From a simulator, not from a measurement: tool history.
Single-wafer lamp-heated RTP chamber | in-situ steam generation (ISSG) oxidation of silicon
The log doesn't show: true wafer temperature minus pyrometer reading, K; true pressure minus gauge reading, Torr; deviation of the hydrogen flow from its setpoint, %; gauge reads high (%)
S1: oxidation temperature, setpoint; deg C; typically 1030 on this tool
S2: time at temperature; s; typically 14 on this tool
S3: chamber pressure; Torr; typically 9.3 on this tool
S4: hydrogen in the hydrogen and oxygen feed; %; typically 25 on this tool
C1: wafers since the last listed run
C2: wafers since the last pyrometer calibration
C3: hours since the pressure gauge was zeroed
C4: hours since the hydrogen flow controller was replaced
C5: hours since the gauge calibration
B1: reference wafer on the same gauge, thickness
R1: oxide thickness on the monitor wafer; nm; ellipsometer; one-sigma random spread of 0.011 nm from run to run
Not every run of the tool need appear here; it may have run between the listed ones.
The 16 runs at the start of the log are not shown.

run	hour	S1	S2	S3	S4	C1	C2	C3	C4	C5	B1	R1
17	393.4	1030	10	9.3	25	218	9772	228.4	207.6	71.4	4.988	4.626
# hour 404.6: pyrometer window cleaned and pyrometer calibrated
18	412.6	1030	14	9.3	25	86	61	247.6	226.8	90.6	4.991	5.283
19	443.3	1030	14	9.3	25	236	298	278.3	257.5	121.3	4.987	5.282
20	463.7	1030	14	9.3	25	157	455	298.7	277.9	141.7	4.992	5.282
21	482.5	1030	14	9.3	20	144	600	317.5	296.7	160.5	4.994	5.003
22	518.5	1048	14	8.9	22	277	877	353.5	332.7	196.5	4.986	5.593
23	531.3	1016	14	8.6	25	98	976	366.3	345.5	209.3	4.987	5.02
24	545.2	1030	14	7.8	32	107	1083	380.2	359.4	223.2	4.992	5.734
25	561.3	1048	9	8	32	124	1207	396.3	375.5	239.3	4.99	5.066
26	581.1	1030	14	9.3	28	152	1360	416.1	395.3	259.1	4.985	5.424
27	604.4	1017	14	10.2	32	179	1539	439.4	418.6	282.4	4.988	5.203
28	616.6	1011	18	8.2	29	94	1633	451.6	430.8	294.6	4.989	5.766
29	645.7	1030	9	9.3	25	224	1857	480.7	459.9	323.7	4.986	4.315
30	677.7	1030	16	9.3	30	246	2104	512.7	491.9	355.7	4.994	5.894
31	695	1030	14	9.3	25	133	2237	530	509.2	373	4.984	5.305
32	720.3	1046	18	8.7	32	194	2432	555.3	534.5	398.3	4.994	6.954

3 ways to go on from here, each from the tool as it stands after run 32. What would each give?
A	720.7	1030	18	9.3	25	3	2435	555.7	534.9	398.7	?	?
B	720.7	1030	14	10.2	25	3	2435	555.7	534.9	398.7	?	?
C	720.7	1030	18	10.2	32	3	2435	555.7	534.9	398.7	?	?

run	B1	R1
A	4.984	5.992
B	4.984	5.21
C	4.984	6.217
The same runs, with their run-to-run variation unchanged, on a tool lacking any hidden condition would have given:
run	R1
A	5.943
B	5.17
C	6.166
